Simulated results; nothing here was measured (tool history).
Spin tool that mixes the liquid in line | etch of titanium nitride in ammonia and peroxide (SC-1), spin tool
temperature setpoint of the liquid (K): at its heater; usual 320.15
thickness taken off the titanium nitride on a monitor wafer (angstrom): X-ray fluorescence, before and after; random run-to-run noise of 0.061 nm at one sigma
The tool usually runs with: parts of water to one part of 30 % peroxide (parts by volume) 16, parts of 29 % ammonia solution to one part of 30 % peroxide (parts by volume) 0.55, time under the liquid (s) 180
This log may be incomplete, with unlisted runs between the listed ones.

run	hour	temperature setpoint of the liquid (K)	parts of water to one part of 30 % peroxide (parts by volume)	parts of 29 % ammonia solution to one part of 30 % peroxide (parts by volume)	time under the liquid (s)	read-back film thickness of the titanium nitride reference wafer, read on the same gauge (nm)	thickness taken off the titanium nitride on a monitor wafer (angstrom)
1	0	320.15	16	0.55	180	49.97	55.7
# hour 94.4: new drum of ammonia solution connected
2	100.2	320.15	16	0.55	115	50.02	34.9
3	118.3	320.15	16	0.55	115	49.96	36
# hour 123.1: heated supply line repaired
4	142.5	320.15	16	0.55	115	49.98	39.8
5	155	312.65	16	0.55	180	49.98	36.1
6	186	320.15	16	0.55	180	50.02	62
7	204.2	320.15	16	0.55	180	50.01	62.8
8	235.6	320.15	12	0.55	180	50.02	71.4
9	259.5	320.15	22	0.65	215	50.01	64.1
10	294.4	320.15	16	0.55	180	50.03	61.2
11	307.2	320.15	16	0.55	180	50.01	61.1
12	340.3	320.15	21	0.55	180	50.03	53.4
13	354.7	325.65	16	0.55	180	49.97	88.7
# hour 378.1: new drum of ammonia solution connected
# hour 401.3: thermometer replaced
14	434.9	320.15	16	0.3	180	49.95	59
# hour 455.3: ammonia flow meter replaced
15	464	320.15	13.5	0.45	180	50	69.9
16	488	325.15	8.5	0.65	90	50.03	66.9
17	515.5	320.15	11.5	0.55	180	49.99	79.1
18	537.9	324.65	19	0.55	180	50.03	80.8
19	573.2	325.15	16	0.55	180	50.02	92.8
20	596.5	320.15	16	0.55	180	49.99	64.1
21	616.8	320.15	16	0.75	180	50.01	68.9
# hour 631.8: new drum of ammonia solution connected
22	643.7	317.15	16	0.55	255	50.01	75.1
23	664.4	320.15	19.5	0.85	225	50.01	78.2
24	697.2	320.15	16	0.55	180	50.01	63.7

What the log doesn't show, run by run:
ammonia flow below the setpoint (%): 0, the same for each run
ammonia solution weaker than its label (%): 0, the same for each run
gauge reads high (%): 0, the same for each run
H1: liquid colder than its thermometer reads (K)
H2: temperature lost on the way to the wafer (K)
run	H1	H2
1	1	1.65
2	1.05	1.73
3	1.06	1.75
4	1.08	0.0204
5	1.08	0.0304
6	1.1	0.0552
7	1.11	0.0698
8	1.13	0.0949
9	1.14	0.114
10	1.16	0.142
11	1.17	0.152
12	1.18	0.179
13	1.19	0.19
14	0.0643	0.254
15	0.0801	0.278
16	0.0931	0.297
17	0.108	0.319
18	0.12	0.337
19	0.139	0.365
20	0.152	0.384
21	0.163	0.4
22	0.177	0.422
23	0.189	0.438
24	0.206	0.464
